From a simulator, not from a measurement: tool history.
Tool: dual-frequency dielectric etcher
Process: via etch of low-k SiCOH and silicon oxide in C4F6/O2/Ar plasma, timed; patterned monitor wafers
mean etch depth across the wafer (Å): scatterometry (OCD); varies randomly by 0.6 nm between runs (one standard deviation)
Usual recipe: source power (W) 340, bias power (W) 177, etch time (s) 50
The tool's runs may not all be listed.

run   hour  source power (W)  bias power (W)  etch time (s)  read-back reference wafer on the same gauge, depth_nm  mean etch depth across the wafer (Å)
  1      0               340             177             50                                                  127.3                                  1230
  2   14.9               340             177             50                                                    127                                  1240
  3   33.7               340             177             50                                                  127.1                                  1232
  4     48               310             177             50                                                  126.9                                  1167
  5   60.1               310             177             50                                                  127.2                                  1167
  6   75.4               310             177             50                                                  127.1                                  1172
  7  109.4               340             177             50                                                    127                                  1226
  8  142.5               340             177             50                                                  127.1                                  1232
  9  156.7               340             177             50                                                  126.9                                  1240
 10  177.8               340             177             50                                                  126.8                                  1259
 11  207.4               340             177             50                                                  126.9                                  1243
     214.6  -- bias power generator calibrated
 12  238.9               340             191             50                                                    127                                  1296
 13  274.4               340             177             50                                                  126.8                                  1269
     302.7  -- gauge calibrated
 14  304.8               340             177             50                                                  126.9                                  1253
     350.8  -- upper electrode replaced
 15  351.3               340             177             50                                                  127.1                                  1246
 16  358.9               380             177             50                                                    127                                  1351
       397  -- wet clean of the chamber
 17  397.5               390             215             44                                                  126.9                                  1284
 18    403               410             208             50                                                  126.9                                  1482
     412.9  -- source power generator calibrated
 19  432.2               400             177             58                                                  127.2                                  1566
 20  455.9               340             177             50                                                    127                                  1219
 21  475.4               410             208             50                                                  126.9                                  1487
 22  508.6               290             177           44.5                                                  126.7                                   986
 23  521.6               340             207           36.5                                                    127                                   969
 24  534.4               310             177             56                                                  126.8                                  1286
 25  548.6               280             165             50                                                    127                                  1046

Each row is a separate what-if for the run after 25, all from the same tool condition, not one after another. Results?
  A   549               340             177             50                                                      ?                                     ?
  B   549               300             177             42                                                      ?                                     ?
  C   549               340             177           37.5                                                      ?                                     ?
  D   549               400             206             50                                                      ?                                     ?

run  read-back reference wafer on the same gauge, depth_nm  mean etch depth across the wafer (Å)
  A                                                  126.8                                  1226
  B                                                  126.8                                   950
  C                                                  126.8                                   919
  D                                                  126.8                                  1455
Stripped of hidden state, with their random variation kept, the same runs would have yielded:
run  mean etch depth across the wafer (Å)
  A                                  1212
  B                                   939
  C                                   909
  D                                  1438

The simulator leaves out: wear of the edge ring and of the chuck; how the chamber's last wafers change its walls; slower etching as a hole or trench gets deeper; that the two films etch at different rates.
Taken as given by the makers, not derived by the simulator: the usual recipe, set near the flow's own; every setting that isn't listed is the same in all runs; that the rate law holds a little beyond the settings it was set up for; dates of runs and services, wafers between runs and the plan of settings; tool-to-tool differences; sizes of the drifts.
